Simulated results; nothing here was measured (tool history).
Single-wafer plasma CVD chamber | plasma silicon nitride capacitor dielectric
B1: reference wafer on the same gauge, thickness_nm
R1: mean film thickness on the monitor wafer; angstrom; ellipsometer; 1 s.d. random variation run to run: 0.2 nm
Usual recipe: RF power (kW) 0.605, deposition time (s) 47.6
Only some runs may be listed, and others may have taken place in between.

Run 1, day 0: usual settings; B1 63.683. Result: R1 732.74 angstrom.
Run 2, day 0.958: usual settings; B1 63.794. Result: R1 729.72 angstrom.
Run 3, day 2.238: usual settings; B1 63.778. Result: R1 735.99 angstrom.
Run 4, day 3.308: usual settings; B1 63.762. Result: R1 730.41 angstrom.
Run 5, day 4.029: usual settings; B1 63.839. Result: R1 729.09 angstrom.
Run 6, day 4.583: usual settings but RF power (kW) 0.68; B1 63.779. Result: R1 757.45 angstrom.
Run 7, day 5.975: usual settings; B1 63.835. Result: R1 730.59 angstrom.
Run 8, day 8.067: usual settings but RF power (kW) 0.53; B1 63.817. Result: R1 704.41 angstrom.
Run 9, day 8.858: usual settings but RF power (kW) 0.69; B1 63.864. Result: R1 756.48 angstrom.
Run 10, day 10.108: usual settings but RF power (kW) 0.69; B1 63.838. Result: R1 752.82 angstrom.
Run 11, day 11.221: usual settings but RF power (kW) 0.69; B1 63.815. Result: R1 752.49 angstrom.
Run 12, day 12.329: usual settings but deposition time (s) 43.1; B1 63.804. Result: R1 659.41 angstrom.
Run 13, day 12.833: usual settings but deposition time (s) 43.1; B1 63.807. Result: R1 657.79 angstrom.
At day 13.362: showerhead replaced.
Run 14, day 13.383: usual settings but deposition time (s) 44.3; B1 63.79. Result: R1 678.71 angstrom.
Run 15, day 15.096: usual settings but deposition time (s) 44.3; B1 63.835. Result: R1 678.04 angstrom.
Run 16, day 16.142: usual settings but deposition time (s) 44.3; B1 63.74. Result: R1 676.97 angstrom.
At day 17.038: gauge calibrated.
Run 17, day 17.254: usual settings; B1 63.831. Result: R1 724.62 angstrom.
Run 18, day 18.071: usual settings; B1 63.786. Result: R1 726.45 angstrom.
Run 19, day 18.767: usual settings but RF power (kW) 0.515, deposition time (s) 40.2; B1 63.743. Result: R1 585.83 angstrom.
Run 20, day 19.7: usual settings but deposition time (s) 54.5; B1 63.724. Result: R1 834.24 angstrom.
At day 20.212: RF generator calibrated.
Run 21, day 20.95: usual settings but RF power (kW) 0.515, deposition time (s) 51.8; B1 63.713. Result: R1 770.75 angstrom.
Run 22, day 23.646: usual settings but RF power (kW) 0.5, deposition time (s) 44.2; B1 63.82. Result: R1 655.78 angstrom.
Run 23, day 24.712: usual settings; B1 63.768. Result: R1 740.83 angstrom.
Run 24, day 25.667: usual settings but RF power (kW) 0.5, deposition time (s) 44.2; B1 63.773. Result: R1 654.14 angstrom.
Run 25, day 26.317: usual settings but RF power (kW) 0.68, deposition time (s) 51.1; B1 63.842. Result: R1 825.12 angstrom.
Run 26, day 27.075: usual settings but RF power (kW) 0.72, deposition time (s) 50; B1 63.791. Result: R1 817.3 angstrom.
Run 27, day 28.525: usual settings but deposition time (s) 51.3; B1 63.753. Result: R1 800.6 angstrom.
Run 28, day 32.342: usual settings; B1 63.742. Result: R1 737.93 angstrom.
Run 29, day 33.417: usual settings but RF power (kW) 0.715, deposition time (s) 54; B1 63.838. Result: R1 886.74 angstrom.
Run 30, day 34.533: usual settings but RF power (kW) 0.515; B1 63.809. Result: R1 706.13 angstrom.
Run 31, day 35.421: usual settings but RF power (kW) 0.495, deposition time (s) 54.8; B1 63.797. Result: R1 804.2 angstrom.
Run 32, day 36.779: usual settings but deposition time (s) 38.7; B1 63.779. Result: R1 601.39 angstrom.
Run 33, day 37.8: usual settings; B1 63.822. Result: R1 744.35 angstrom.

A few steps of R1 between consecutive runs. Split each: what settings, incoming material and random variation would produce without the hidden state, and what is left over for the hidden state, along with gauge scatter present in only one of the two compared results (measured, and without hidden state):
Hidden state at play: delivered RF power above the setpoint (%); gauge reads high (%).
Run 18 -> 19: RF power (kW) 0.605 -> 0.515, deposition time (s) 47.6 -> 40.2. R1 -140.62 angstrom: hidden state +3.25, all else -143.87.
Run 19 -> 20: RF power (kW) 0.515 -> 0.605, deposition time (s) 40.2 -> 54.5. R1 +248.41 angstrom: hidden state -6.4, all else +254.81.
Run 20 -> 21: RF power (kW) 0.605 -> 0.515, deposition time (s) 54.5 -> 51.8, RF generator calibrated. R1 -63.49 angstrom: hidden state +20.09, all else -83.58.
Run 29 -> 30: RF power (kW) 0.715 -> 0.515, deposition time (s) 54 -> 47.6. R1 -180.61 angstrom: hidden state +0.68, all else -181.29.
Run 31 -> 32: RF power (kW) 0.495 -> 0.605, deposition time (s) 54.8 -> 38.7. R1 -202.81 angstrom: hidden state +0.92, all else -203.73.

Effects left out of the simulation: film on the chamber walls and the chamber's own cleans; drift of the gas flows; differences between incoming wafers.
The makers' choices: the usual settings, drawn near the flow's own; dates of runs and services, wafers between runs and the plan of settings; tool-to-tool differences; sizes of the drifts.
